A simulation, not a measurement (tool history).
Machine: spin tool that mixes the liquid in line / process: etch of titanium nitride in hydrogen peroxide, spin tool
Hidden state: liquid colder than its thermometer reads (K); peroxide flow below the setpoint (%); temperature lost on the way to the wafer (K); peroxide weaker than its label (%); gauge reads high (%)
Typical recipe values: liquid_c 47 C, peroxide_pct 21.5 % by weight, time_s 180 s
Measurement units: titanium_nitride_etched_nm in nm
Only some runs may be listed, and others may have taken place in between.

run	hour	liquid_c	peroxide_pct	time_s	wafers since the last listed run	hours since the thermometer was replaced	hours since the peroxide flow meter was replaced	hours since the heated supply line was repaired	hours since the drum of peroxide was connected	hours since the gauge calibration	read-back film thickness of the titanium nitride reference wafer, read on the same gauge (nm)	titanium_nitride_etched_nm
1	0	47	21.5	180	0	1707	864.9	2598.6	383.9	163.2	149.99	4.46
2	178.7	47	21.5	180	1552	1885.7	1043.6	2777.3	562.6	341.9	150	4.42
# hour 237.1: thermometer replaced
3	265.4	47	21.5	180	744	28.3	1130.3	2864	649.3	428.6	150.02	5.22
# hour 306.1: peroxide flow meter replaced
4	310	47	21.5	180	378	72.9	3.9	2908.6	693.9	473.2	150	5.23
5	371.8	47	21.5	180	536	134.7	65.7	2970.4	755.7	535	149.99	5.1
6	398.6	47	21.5	180	232	161.5	92.5	2997.2	782.5	561.8	150.03	5.11
# hour 404.7: heated supply line repaired
# hour 420.3: new drum of peroxide connected
7	431.3	47	21.5	180	266	194.2	125.2	26.6	11	594.5	150.02	5.06
8	533.1	55.5	16.5	100	884	296	227	128.4	112.8	696.3	149.98	4.89
9	572.6	44	21.5	130	343	335.5	266.5	167.9	152.3	735.8	150.02	2.91
# hour 592.5: gauge calibrated
10	603.1	47	15.5	180	264	366	297	198.4	182.8	10.6	150.02	4.71
11	628	47	21.5	180	216	390.9	321.9	223.3	207.7	35.5	149.99	5.05
12	658.2	47	27	230	262	421.1	352.1	253.5	237.9	65.7	149.98	6.73
13	708.8	47	19.5	70	439	471.7	402.7	304.1	288.5	116.3	149.97	1.91
14	741.5	39	24	210	284	504.4	435.4	336.8	321.2	149	150.02	3.25

3 ways to go on from here, each from the tool as it stands after run 14. What would each give?
A	742	57	21.5	180	4	504.9	435.9	337.3	321.7	149.5	?	?
B	742	40.5	21.5	90	4	504.9	435.9	337.3	321.7	149.5	?	?
C	742	54.5	21.5	125	4	504.9	435.9	337.3	321.7	149.5	?	?

run	read-back film thickness of the titanium nitride reference wafer, read on the same gauge (nm)	titanium_nitride_etched_nm
A	150.03	10.26
B	150.03	1.54
C	150.03	5.98
The same runs, with their run-to-run variation unchanged, on a tool lacking any hidden condition would have given:
run	titanium_nitride_etched_nm
A	10.74
B	1.61
C	6.26
